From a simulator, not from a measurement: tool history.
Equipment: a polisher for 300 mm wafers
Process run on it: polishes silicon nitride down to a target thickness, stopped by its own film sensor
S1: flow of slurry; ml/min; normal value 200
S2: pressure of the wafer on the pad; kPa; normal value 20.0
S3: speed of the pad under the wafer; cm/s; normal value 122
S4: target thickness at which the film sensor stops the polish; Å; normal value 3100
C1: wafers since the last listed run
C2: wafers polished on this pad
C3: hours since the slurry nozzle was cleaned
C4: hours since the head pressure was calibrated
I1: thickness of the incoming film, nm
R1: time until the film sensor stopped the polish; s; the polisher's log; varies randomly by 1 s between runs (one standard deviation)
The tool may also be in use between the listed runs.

{"run": 1, "hour": 0.0, "S1": 200, "S2": 20.0, "S3": 122, "S4": 3100, "C1": 0, "C2": 1054, "C3": 146.8, "C4": 344.1, "I1": 514.3, "R1": 124.1}
{"run": 2, "hour": 47.4, "S1": 200, "S2": 16.5, "S3": 122, "S4": 3320, "C1": 285, "C2": 1339, "C3": 194.2, "C4": 391.5, "I1": 499.3, "R1": 114.2}
{"run": 3, "hour": 119.4, "S1": 200, "S2": 20.0, "S3": 122, "S4": 3100, "C1": 433, "C2": 1772, "C3": 266.2, "C4": 463.5, "I1": 507.4, "R1": 119.6}
{"run": 4, "hour": 162.9, "S1": 200, "S2": 20.0, "S3": 122, "S4": 3100, "C1": 261, "C2": 2034, "C3": 309.7, "C4": 507.0, "I1": 518.5, "R1": 125.1}
{"run": 5, "hour": 232.6, "S1": 200, "S2": 20.0, "S3": 122, "S4": 3100, "C1": 419, "C2": 2453, "C3": 379.4, "C4": 576.7, "I1": 514.3, "R1": 122.0}
{"run": 6, "hour": 275.1, "S1": 200, "S2": 20.0, "S3": 122, "S4": 3100, "C1": 255, "C2": 2708, "C3": 421.9, "C4": 619.2, "I1": 514.0, "R1": 124.5}
{"hour": 324.9, "done": "slurry nozzle cleaned"}
{"hour": 332.4, "done": "worn pad replaced by a new one"}
{"run": 7, "hour": 339.9, "S1": 200, "S2": 20.0, "S3": 122, "S4": 3100, "C1": 359, "C2": 45, "C3": 15.0, "C4": 684.0, "I1": 518.7, "R1": 127.3}
{"run": 8, "hour": 395.9, "S1": 200, "S2": 20.0, "S3": 122, "S4": 3100, "C1": 336, "C2": 381, "C3": 71.0, "C4": 740.0, "I1": 511.7, "R1": 123.7}
{"run": 9, "hour": 456.9, "S1": 200, "S2": 20.0, "S3": 114, "S4": 3100, "C1": 366, "C2": 748, "C3": 132.0, "C4": 801.0, "I1": 511.4, "R1": 126.8}
{"run": 10, "hour": 489.3, "S1": 200, "S2": 20.0, "S3": 114, "S4": 3100, "C1": 194, "C2": 943, "C3": 164.4, "C4": 833.4, "I1": 503.7, "R1": 124.9}
{"run": 11, "hour": 545.0, "S1": 200, "S2": 20.0, "S3": 114, "S4": 3100, "C1": 335, "C2": 1278, "C3": 220.1, "C4": 889.1, "I1": 510.3, "R1": 128.0}
{"run": 12, "hour": 579.3, "S1": 200, "S2": 20.0, "S3": 122, "S4": 3100, "C1": 206, "C2": 1485, "C3": 254.4, "C4": 923.4, "I1": 501.5, "R1": 117.8}
{"run": 13, "hour": 620.5, "S1": 200, "S2": 20.0, "S3": 122, "S4": 3100, "C1": 247, "C2": 1732, "C3": 295.6, "C4": 964.6, "I1": 503.7, "R1": 116.4}
{"run": 14, "hour": 645.9, "S1": 200, "S2": 20.0, "S3": 122, "S4": 3100, "C1": 152, "C2": 1885, "C3": 321.0, "C4": 990.0, "I1": 511.4, "R1": 122.4}
{"run": 15, "hour": 702.3, "S1": 200, "S2": 20.0, "S3": 122, "S4": 3100, "C1": 339, "C2": 2224, "C3": 377.4, "C4": 1046.4, "I1": 510.6, "R1": 121.8}
{"hour": 716.2, "done": "slurry nozzle cleaned"}
{"run": 16, "hour": 754.1, "S1": 200, "S2": 20.0, "S3": 122, "S4": 3100, "C1": 305, "C2": 2530, "C3": 37.9, "C4": 1098.2, "I1": 510.2, "R1": 122.9}
{"hour": 770.6, "done": "worn pad replaced by a new one"}
{"run": 17, "hour": 789.0, "S1": 200, "S2": 24.8, "S3": 122, "S4": 3100, "C1": 185, "C2": 110, "C3": 72.8, "C4": 1133.1, "I1": 514.0, "R1": 107.3}
{"run": 18, "hour": 824.3, "S1": 200, "S2": 20.0, "S3": 114, "S4": 3100, "C1": 212, "C2": 322, "C3": 108.1, "C4": 1168.4, "I1": 506.5, "R1": 126.0}
{"run": 19, "hour": 885.5, "S1": 165, "S2": 17.2, "S3": 122, "S4": 2850, "C1": 368, "C2": 691, "C3": 169.3, "C4": 1229.6, "I1": 511.3, "R1": 155.0}
{"run": 20, "hour": 926.4, "S1": 135, "S2": 20.0, "S3": 122, "S4": 3100, "C1": 245, "C2": 937, "C3": 210.2, "C4": 1270.5, "I1": 510.3, "R1": 131.6}
{"hour": 951.0, "done": "head pressure recalibrated"}
{"run": 21, "hour": 1032.7, "S1": 145, "S2": 20.0, "S3": 122, "S4": 3100, "C1": 627, "C2": 1564, "C3": 316.5, "C4": 81.7, "I1": 500.4, "R1": 123.2}
{"run": 22, "hour": 1063.2, "S1": 200, "S2": 17.2, "S3": 122, "S4": 3290, "C1": 183, "C2": 1747, "C3": 347.0, "C4": 112.2, "I1": 500.9, "R1": 115.5}
{"hour": 1109.3, "done": "slurry nozzle cleaned"}
{"run": 23, "hour": 1120.5, "S1": 165, "S2": 17.2, "S3": 122, "S4": 2850, "C1": 338, "C2": 2086, "C3": 11.2, "C4": 169.5, "I1": 506.7, "R1": 152.8}
{"run": 24, "hour": 1148.5, "S1": 200, "S2": 20.0, "S3": 122, "S4": 3100, "C1": 168, "C2": 2254, "C3": 39.2, "C4": 197.5, "I1": 519.7, "R1": 124.6}
{"run": 25, "hour": 1182.2, "S1": 140, "S2": 15.9, "S3": 122, "S4": 2400, "C1": 202, "C2": 2457, "C3": 72.9, "C4": 231.2, "I1": 511.1, "R1": 200.1}
{"hour": 1241.9, "done": "worn pad replaced by a new one"}
{"run": 26, "hour": 1243.0, "S1": 130, "S2": 20.0, "S3": 122, "S4": 3770, "C1": 341, "C2": 6, "C3": 133.7, "C4": 292.0, "I1": 509.7, "R1": 88.4}
{"run": 27, "hour": 1267.7, "S1": 200, "S2": 20.0, "S3": 152, "S4": 3100, "C1": 148, "C2": 154, "C3": 158.4, "C4": 316.7, "I1": 505.2, "R1": 101.2}
{"run": 28, "hour": 1338.2, "S1": 240, "S2": 17.2, "S3": 94, "S4": 3580, "C1": 424, "C2": 578, "C3": 228.9, "C4": 387.2, "I1": 505.2, "R1": 113.4}
{"run": 29, "hour": 1372.6, "S1": 200, "S2": 20.0, "S3": 122, "S4": 3100, "C1": 206, "C2": 785, "C3": 263.3, "C4": 421.6, "I1": 508.6, "R1": 121.1}
{"run": 30, "hour": 1402.5, "S1": 200, "S2": 20.0, "S3": 122, "S4": 3100, "C1": 179, "C2": 965, "C3": 293.2, "C4": 451.5, "I1": 505.9, "R1": 119.2}
{"run": 31, "hour": 1429.3, "S1": 140, "S2": 26.9, "S3": 122, "S4": 2530, "C1": 161, "C2": 1126, "C3": 320.0, "C4": 478.3, "I1": 503.5, "R1": 132.2}
{"run": 32, "hour": 1473.6, "S1": 160, "S2": 20.0, "S3": 122, "S4": 3100, "C1": 266, "C2": 1393, "C3": 364.3, "C4": 522.6, "I1": 507.2, "R1": 123.8}
{"run": 33, "hour": 1498.1, "S1": 200, "S2": 20.0, "S3": 122, "S4": 3100, "C1": 147, "C2": 1540, "C3": 388.8, "C4": 547.1, "I1": 508.3, "R1": 121.8}
{"hour": 1537.3, "done": "slurry nozzle cleaned"}
{"run": 34, "hour": 1537.8, "S1": 200, "S2": 20.0, "S3": 122, "S4": 3100, "C1": 232, "C2": 1773, "C3": 0.5, "C4": 586.8, "I1": 514.2, "R1": 124.3}
{"run": 35, "hour": 1598.7, "S1": 200, "S2": 22.8, "S3": 138, "S4": 3100, "C1": 366, "C2": 2139, "C3": 61.4, "C4": 647.7, "I1": 512.5, "R1": 103.9}
{"hour": 1634.1, "done": "worn pad replaced by a new one"}
{"run": 36, "hour": 1634.6, "S1": 200, "S2": 20.0, "S3": 122, "S4": 3100, "C1": 191, "C2": 2, "C3": 97.3, "C4": 683.6, "I1": 509.2, "R1": 120.6}
{"run": 37, "hour": 1703.1, "S1": 175, "S2": 20.0, "S3": 122, "S4": 2470, "C1": 411, "C2": 414, "C3": 165.8, "C4": 752.1, "I1": 503.8, "R1": 159.4}
{"run": 38, "hour": 1735.6, "S1": 150, "S2": 13.8, "S3": 122, "S4": 2420, "C1": 195, "C2": 610, "C3": 198.3, "C4": 784.6, "I1": 517.3, "R1": 220.1}

Describe how what the log doesn't record of the tool's condition differs between the last listed run preceding each entry between runs and the first listed run following it.
After run 6, before run 7: slurry nozzle cleaned (hour 324.9); worn pad replaced by a new one (hour 332.4)
  no difference in the tool's unlogged condition between these two runs
After run 15, before run 16: slurry nozzle cleaned (hour 716.2)
  no difference in the tool's unlogged condition between these two runs
After run 16, before run 17: worn pad replaced by a new one (hour 770.6)
  no difference in the tool's unlogged condition between these two runs
After run 20, before run 21: head pressure recalibrated (hour 951.0)
  no difference in the tool's unlogged condition between these two runs
After run 22, before run 23: slurry nozzle cleaned (hour 1109.3)
  no difference in the tool's unlogged condition between these two runs
After run 25, before run 26: worn pad replaced by a new one (hour 1241.9)
  no difference in the tool's unlogged condition between these two runs
After run 33, before run 34: slurry nozzle cleaned (hour 1537.3)
  no difference in the tool's unlogged condition between these two runs
After run 35, before run 36: worn pad replaced by a new one (hour 1634.1)
  no difference in the tool's unlogged condition between these two runs

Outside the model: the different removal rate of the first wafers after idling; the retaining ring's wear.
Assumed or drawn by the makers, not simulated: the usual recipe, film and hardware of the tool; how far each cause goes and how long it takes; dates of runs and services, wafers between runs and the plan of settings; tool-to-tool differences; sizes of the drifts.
